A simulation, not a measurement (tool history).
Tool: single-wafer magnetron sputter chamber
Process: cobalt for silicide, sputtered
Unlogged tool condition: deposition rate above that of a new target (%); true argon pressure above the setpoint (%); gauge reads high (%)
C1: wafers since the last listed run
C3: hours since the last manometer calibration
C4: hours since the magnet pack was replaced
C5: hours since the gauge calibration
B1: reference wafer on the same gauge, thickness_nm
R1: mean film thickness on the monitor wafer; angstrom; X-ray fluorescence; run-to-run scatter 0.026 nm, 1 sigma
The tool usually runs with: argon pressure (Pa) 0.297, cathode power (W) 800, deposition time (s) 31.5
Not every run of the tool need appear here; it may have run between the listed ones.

Run 1, hour 0.0: usual settings; C1 0; wafers on the sputter target 3766; C3 1607.8; C4 5088.5; C5 186.9; B1 10.390. Result: R1 119.04 angstrom.
Run 2, hour 8.0: usual settings; C1 141; wafers on the sputter target 3907; C3 1615.8; C4 5096.5; C5 194.9; B1 10.398. Result: R1 119.11 angstrom.
Run 3, hour 51.3: usual settings; C1 765; wafers on the sputter target 4673; C3 1659.1; C4 5139.8; C5 238.2; B1 10.408. Result: R1 119.06 angstrom.
Run 4, hour 64.2: usual settings but argon pressure (Pa) 0.259; C1 228; wafers on the sputter target 4901; C3 1672.0; C4 5152.7; C5 251.1; B1 10.397. Result: R1 120.65 angstrom.
At hour 69.8: gauge calibrated.
Run 5, hour 71.9: usual settings but argon pressure (Pa) 0.259; C1 136; wafers on the sputter target 5037; C3 1679.7; C4 5160.4; C5 2.1; B1 10.399. Result: R1 120.66 angstrom.
Run 6, hour 80.8: usual settings but argon pressure (Pa) 0.259; C1 157; wafers on the sputter target 5195; C3 1688.6; C4 5169.3; C5 11.0; B1 10.405. Result: R1 120.76 angstrom.
Run 7, hour 91.6: usual settings; C1 190; wafers on the sputter target 5386; C3 1699.4; C4 5180.1; C5 21.8; B1 10.402. Result: R1 118.71 angstrom.
Run 8, hour 103.1: usual settings but argon pressure (Pa) 0.374, deposition time (s) 29.3; C1 203; wafers on the sputter target 5589; C3 1710.9; C4 5191.6; C5 33.3; B1 10.401. Result: R1 107.98 angstrom.
Run 9, hour 111.8: usual settings but deposition time (s) 28.5; C1 153; wafers on the sputter target 5743; C3 1719.6; C4 5200.3; C5 42.0; B1 10.400. Result: R1 107.47 angstrom.
Run 10, hour 123.4: usual settings; C1 205; wafers on the sputter target 5948; C3 1731.2; C4 5211.9; C5 53.6; B1 10.400. Result: R1 118.36 angstrom.
Run 11, hour 138.8: usual settings; C1 272; wafers on the sputter target 6220; C3 1746.6; C4 5227.3; C5 69.0; B1 10.399. Result: R1 118.34 angstrom.
Run 12, hour 145.5: usual settings but argon pressure (Pa) 0.324; C1 118; wafers on the sputter target 6339; C3 1753.3; C4 5234.0; C5 75.7; B1 10.407. Result: R1 117.55 angstrom.
Run 13, hour 162.5: usual settings but argon pressure (Pa) 0.324; C1 300; wafers on the sputter target 6639; C3 1770.3; C4 5251.0; C5 92.7; B1 10.401. Result: R1 117.62 angstrom.
Run 14, hour 179.6: usual settings but argon pressure (Pa) 0.324; C1 302; wafers on the sputter target 6942; C3 1787.4; C4 5268.1; C5 109.8; B1 10.400. Result: R1 117.30 angstrom.
Run 15, hour 193.6: usual settings but cathode power (W) 850, deposition time (s) 35.5; C1 247; wafers on the sputter target 7189; C3 1801.4; C4 5282.1; C5 123.8; B1 10.397. Result: R1 141.76 angstrom.
Run 16, hour 202.7: usual settings but cathode power (W) 850, deposition time (s) 35.5; C1 160; wafers on the sputter target 7350; C3 1810.5; C4 5291.2; C5 132.9; B1 10.405. Result: R1 141.87 angstrom.
At hour 212.9: capacitance manometer re-zeroed and calibrated.
Run 17, hour 219.4: usual settings; C1 153; wafers on the sputter target 7504; C3 6.5; C4 5307.9; C5 149.6; B1 10.405. Result: R1 118.19 angstrom.
At hour 231.2: sputter target and shields replaced.
Run 18, hour 236.7: usual settings but argon pressure (Pa) 0.259; C1 164; wafers on the sputter target 97; C3 23.8; C4 5325.2; C5 166.9; B1 10.399. Result: R1 121.12 angstrom.
At hour 253.0: magnet pack replaced.
Run 19, hour 253.5: usual settings; C1 155; wafers on the sputter target 252; C3 40.6; C4 0.5; C5 183.7; B1 10.401. Result: R1 119.57 angstrom.
Run 20, hour 258.9: usual settings but argon pressure (Pa) 0.411, cathode power (W) 650, deposition time (s) 36.5; C1 95; wafers on the sputter target 348; C3 46.0; C4 5.9; C5 189.1; B1 10.408. Result: R1 108.17 angstrom.
Run 21, hour 287.4: usual settings but argon pressure (Pa) 0.256, cathode power (W) 950; C1 503; wafers on the sputter target 852; C3 74.5; C4 34.4; C5 217.6; B1 10.399. Result: R1 144.05 angstrom.
Run 22, hour 298.2: usual settings but cathode power (W) 1000; C1 190; wafers on the sputter target 1043; C3 85.3; C4 45.2; C5 228.4; B1 10.392. Result: R1 149.07 angstrom.
At hour 312.1: gauge calibrated.
Run 23, hour 314.3: usual settings; C1 284; wafers on the sputter target 1327; C3 101.4; C4 61.3; C5 2.2; B1 10.392. Result: R1 119.43 angstrom.
Run 24, hour 321.7: usual settings but argon pressure (Pa) 0.402, cathode power (W) 750; C1 130; wafers on the sputter target 1458; C3 108.8; C4 68.7; C5 9.6; B1 10.406. Result: R1 108.47 angstrom.
Run 25, hour 330.7: usual settings but cathode power (W) 650, deposition time (s) 26.1; C1 159; wafers on the sputter target 1617; C3 117.8; C4 77.7; C5 18.6; B1 10.397. Result: R1 80.67 angstrom.
Run 26, hour 340.3: usual settings but cathode power (W) 850, deposition time (s) 35.5; C1 169; wafers on the sputter target 1787; C3 127.4; C4 87.3; C5 28.2; B1 10.407. Result: R1 142.53 angstrom.
Run 27, hour 351.7: usual settings but argon pressure (Pa) 0.214, cathode power (W) 650, deposition time (s) 29.7; C1 201; wafers on the sputter target 1989; C3 138.8; C4 98.7; C5 39.6; B1 10.396. Result: R1 94.45 angstrom.
Run 28, hour 362.0: usual settings; C1 182; wafers on the sputter target 2171; C3 149.1; C4 109.0; C5 49.9; B1 10.403. Result: R1 119.46 angstrom.
Run 29, hour 377.2: usual settings but argon pressure (Pa) 0.414, deposition time (s) 34.3; C1 268; wafers on the sputter target 2439; C3 164.3; C4 124.2; C5 65.1; B1 10.400. Result: R1 124.71 angstrom.
Run 30, hour 386.2: usual settings; C1 159; wafers on the sputter target 2599; C3 173.3; C4 133.2; C5 74.1; B1 10.409. Result: R1 119.40 angstrom.
Run 31, hour 396.1: usual settings but argon pressure (Pa) 0.395, cathode power (W) 600, deposition time (s) 34.6; C1 175; wafers on the sputter target 2774; C3 183.2; C4 143.1; C5 84.0; B1 10.402. Result: R1 95.16 angstrom.
Run 32, hour 413.2: usual settings but argon pressure (Pa) 0.398, cathode power (W) 600, deposition time (s) 34.2; C1 302; wafers on the sputter target 3076; C3 200.3; C4 160.2; C5 101.1; B1 10.399. Result: R1 94.00 angstrom.
Run 33, hour 425.9: usual settings but argon pressure (Pa) 0.240, cathode power (W) 900, deposition time (s) 34.2; C1 224; wafers on the sputter target 3301; C3 213.0; C4 172.9; C5 113.8; B1 10.400. Result: R1 147.89 angstrom.
Run 34, hour 435.0: usual settings; C1 160; wafers on the sputter target 3461; C3 222.1; C4 182.0; C5 122.9; B1 10.404. Result: R1 119.24 angstrom.
Run 35, hour 449.6: usual settings but argon pressure (Pa) 0.220; C1 258; wafers on the sputter target 3720; C3 236.7; C4 196.6; C5 137.5; B1 10.389. Result: R1 122.25 angstrom.

Alternative continuations, all from the tool just after run 35; predict every row:
Run A, hour 450.0: usual settings but deposition time (s) 33.7; C1 7; wafers on the sputter target 3727; C3 237.1; C4 197.0; C5 137.9; B1 ?. Result: R1 ?.
Run B, hour 450.0: usual settings but cathode power (W) 700; C1 7; wafers on the sputter target 3727; C3 237.1; C4 197.0; C5 137.9; B1 ?. Result: R1 ?.
Run C, hour 450.0: usual settings but argon pressure (Pa) 0.207, cathode power (W) 750; C1 7; wafers on the sputter target 3727; C3 237.1; C4 197.0; C5 137.9; B1 ?. Result: R1 ?.
Run D, hour 450.0: usual settings but argon pressure (Pa) 0.218, cathode power (W) 950, deposition time (s) 25.5; C1 7; wafers on the sputter target 3727; C3 237.1; C4 197.0; C5 137.9; B1 ?. Result: R1 ?.

run      B1      R1
  A  10.400  127.53
  B  10.400  104.31
  C  10.400  115.11
  D  10.400  117.61
Without the tool's unlogged condition, the same runs would have read:
run      R1
  A  127.96
  B  104.65
  C  115.49
  D  118.00
